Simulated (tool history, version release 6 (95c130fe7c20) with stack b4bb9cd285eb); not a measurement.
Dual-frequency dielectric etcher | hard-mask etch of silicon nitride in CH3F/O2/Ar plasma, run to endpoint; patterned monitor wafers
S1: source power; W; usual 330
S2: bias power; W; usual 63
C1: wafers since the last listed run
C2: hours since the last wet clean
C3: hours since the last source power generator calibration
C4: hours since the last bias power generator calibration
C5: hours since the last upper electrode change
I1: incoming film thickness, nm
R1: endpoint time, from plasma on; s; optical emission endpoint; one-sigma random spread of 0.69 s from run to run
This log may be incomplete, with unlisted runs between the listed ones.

run     day   S1  S2    C1     C2      C3      C4      C5    I1     R1
  1       0  290  63     0    454  2519.1  3536.1    3181  51.5   93.2
      0.821  -- wet clean of the chamber
  2   2.958  290  63   552   51.3  2590.1  3607.1    3252  52.9   89.8
  3   5.125  330  63   560  103.3  2642.1  3659.1    3304  51.8   84.6
  4   7.733  330  63   674  165.9  2704.7  3721.7  3366.6  51.3   85.6
  5   9.221  330  63   384  201.6  2740.4  3757.4  3402.3  51.8   85.7
  6  10.375  280  75   298  229.3  2768.1  3785.1    3430  51.5   85.1
  7  13.158  280  75   719  296.1  2834.9  3851.9  3496.8  51.9   86.3
  8  15.933  360  63   717  362.7  2901.5  3918.5  3563.4  52.3   86.8
  9  17.996  330  63   533  412.2    2951    3968  3612.9  52.2   89.2
     20.112  -- source power generator calibrated
 10  20.754  330  63   670  478.4    15.4  4034.2  3679.1  51.7   89.5
     22.571  -- wet clean of the chamber
 11  22.592  330  63   216    0.5    59.5  4078.3  3723.2  51.8   84.8
 12  24.933  370  63   605   56.7   115.7  4134.5  3779.4  52.3   84.2
 13    27.6  370  63   689  120.7   179.7  4198.5  3843.4  51.9   83.1
 14   28.75  330  63   297  148.3   207.3  4226.1    3871  52.1     87
 15  30.783  310  48   525  197.1   256.1  4274.9  3919.8  51.1   96.7
 16  32.896  330  63   546  247.8   306.8  4325.6  3970.5  51.8   88.7
 17  34.529  330  53   422    287     346  4364.8  4009.7  51.8   94.7
 18  35.554  330  63   265  311.6   370.6  4389.4  4034.3  51.9   88.7
 19  38.388  300  63   732  379.6   438.6  4457.4  4102.3  51.6   90.6
     40.204  -- upper electrode replaced
 20  40.225  390  77   216  423.7   482.7  4501.5     0.5  51.6   77.7
     41.921  -- wet clean of the chamber
 21  41.942  400  77   185    0.5   523.9  4542.7    41.7  51.5     73
 22  42.458  410  76   133   12.9   536.3  4555.1    54.1  51.9   74.3
 23  44.662  390  71   569   65.8   589.2    4608     107  51.7   77.3
     47.292  -- bias power generator calibrated
 24  47.604  250  63   717  136.4   659.8     7.5   177.6  51.9   92.7
 25  50.229  260  57   678  199.4   722.8    70.5   240.6  51.5   95.9
 26  51.646  330  63   366  233.4   756.8   104.5   274.6  51.5   86.7
 27  53.129  400  73   383    269   792.4   140.1   310.2  52.2   77.9
 28    58.8  300  51  1466  405.1   928.5   276.2   446.3  51.8   98.6
     60.954  -- wet clean of the chamber
 29  61.446  260  51   425   11.8     992   339.7   509.8  51.7  101.9

Consider 5 possible next runs. They are alternatives, not a sequence: every one starts from the tool as it was left by run 29. What does each give?
  A  61.462  330  63   4  12.2  992.4  340.1  510.2  51.4   ?
  B  61.462  250  50   4  12.2  992.4  340.1  510.2  51.4   ?
  C  61.462  410  63   4  12.2  992.4  340.1  510.2  51.4   ?
  D  61.462  360  57   4  12.2  992.4  340.1  510.2  51.4   ?
  E  61.462  300  75   4  12.2  992.4  340.1  510.2  51.4   ?

run     R1
  A   85.7
  B  101.8
  C     80
  D   86.6
  E   82.6
Take away the tool's hidden state, keep each run's random variation, and the runs would have read:
run     R1
  A   84.6
  B  100.4
  C     79
  D   85.5
  E   81.5

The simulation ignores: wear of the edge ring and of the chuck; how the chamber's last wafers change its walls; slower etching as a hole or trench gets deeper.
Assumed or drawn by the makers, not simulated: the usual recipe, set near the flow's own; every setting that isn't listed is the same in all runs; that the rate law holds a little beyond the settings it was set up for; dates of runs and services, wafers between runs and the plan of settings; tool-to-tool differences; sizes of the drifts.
